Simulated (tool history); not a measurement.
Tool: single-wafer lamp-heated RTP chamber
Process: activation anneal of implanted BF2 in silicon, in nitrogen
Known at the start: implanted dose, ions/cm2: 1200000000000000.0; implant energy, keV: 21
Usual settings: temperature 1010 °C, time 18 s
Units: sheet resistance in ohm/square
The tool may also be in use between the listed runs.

run,day,temperature,time,wafers since the last listed run,wafers since the last pyrometer calibration,wafers since the reflector plate was cleaned,hours since the gauge calibration,"read-back reference wafer on the same gauge, sheet resistance",sheet resistance
1,0,1010,18,0,3696,1245,292.7,164.23,161.1
2,0.862,1010,18,406,4102,1651,313.4,164.24,160.2
3,1.621,1030,18,357,4459,2008,331.6,163.76,141.98
4,3.079,1030,18,686,5146,2694,366.6,163.94,141.53
5,4.067,1030,18,464,5611,3159,390.3,163.88,140.45
6,4.725,1010,26,309,5921,3469,406.1,163.82,149.79
7,5.517,1010,18,372,6294,3842,425.1,164.21,158.38
8,6.596,1010,18,508,6802,4350,451,163.82,158.32
# day 6.867: gauge calibrated
# day 7.317: reflector plate cleaned
9,7.746,1010,18,384,7186,201,21.1,163.93,160.28
# day 8.558: pyrometer window cleaned and pyrometer calibrated
10,8.579,1010,18,235,9,437,41.1,164.36,162.26
11,8.967,1035,8,182,191,619,50.4,164.17,156.17
12,9.85,1010,18,415,607,1035,71.6,163.84,161.43
13,10.95,1026,28,517,1125,1553,98,164.05,136.81
14,11.512,1010,18,264,1390,1818,111.5,164.21,161.28
15,12.279,1010,25,360,1751,2179,129.9,163.96,153.03
16,13.675,986,10,657,2408,2836,163.4,163.96,205.7
17,14.508,986,18,392,2801,3229,183.4,164.33,193.15
18,15.954,1039,24,680,3481,3909,218.1,164.05,128.61
19,16.696,1010,18,349,3831,4259,235.9,164.09,160.63
20,18.108,1030,14,665,4496,4924,269.8,163.77,145.52
# day 18.517: reflector plate cleaned
21,19.392,1010,18,447,4943,411,300.6,164.32,159.99

The tool's hidden state at each run:
gauge reads high (%): 0 in every run
H1: true wafer temperature minus pyrometer reading, K
H2: wafer temperature error from the tarnished reflector plate, K
run,H1,H2
1,0.92,0.495
2,1.06,0.589
3,1.2,0.694
4,1.48,0.953
5,1.7,1.17
6,1.86,1.34
7,2.06,1.55
8,2.35,1.89
9,2.68,0.0516
10,0.0739,0.0767
11,0.0754,0.0967
12,0.0896,0.162
13,0.128,0.283
14,0.156,0.361
15,0.204,0.486
16,0.32,0.767
17,0.407,0.967
18,0.589,1.37
19,0.698,1.61
20,0.933,2.12
21,1.18,0.262
